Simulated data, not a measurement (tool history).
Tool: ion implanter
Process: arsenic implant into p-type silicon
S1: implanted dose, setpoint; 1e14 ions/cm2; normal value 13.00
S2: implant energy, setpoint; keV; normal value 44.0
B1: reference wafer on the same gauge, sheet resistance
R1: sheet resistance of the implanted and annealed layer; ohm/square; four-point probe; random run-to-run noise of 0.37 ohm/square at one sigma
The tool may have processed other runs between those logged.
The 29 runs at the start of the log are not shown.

run,hour,S1,S2,B1,R1
30,373.3,13.00,44.0,95.40,91.34
31,380.4,9.36,54.5,95.25,111.41
32,415.7,9.57,32.5,95.31,118.43
33,424.1,13.00,44.0,95.29,91.73
34,434.4,13.00,44.0,95.32,91.47
35,440.6,9.64,48.0,95.40,110.85
36,449.8,15.03,48.0,95.26,81.63
37,460.7,13.00,35.5,95.29,94.97

Alternative continuations, all from the tool just after run 37; predict every row:
A,461.1,14.43,44.0,?,?
B,461.1,10.05,40.0,?,?
C,461.1,15.19,35.0,?,?
D,461.1,15.23,49.5,?,?
E,461.1,16.47,30.5,?,?

run,B1,R1
A,95.25,85.16
B,95.25,110.94
C,95.25,85.69
D,95.25,80.40
E,95.25,83.48
Take away the tool's hidden state, keep each run's random variation, and the runs would have read:
run,R1
A,87.06
B,113.63
C,87.48
D,82.19
E,85.10

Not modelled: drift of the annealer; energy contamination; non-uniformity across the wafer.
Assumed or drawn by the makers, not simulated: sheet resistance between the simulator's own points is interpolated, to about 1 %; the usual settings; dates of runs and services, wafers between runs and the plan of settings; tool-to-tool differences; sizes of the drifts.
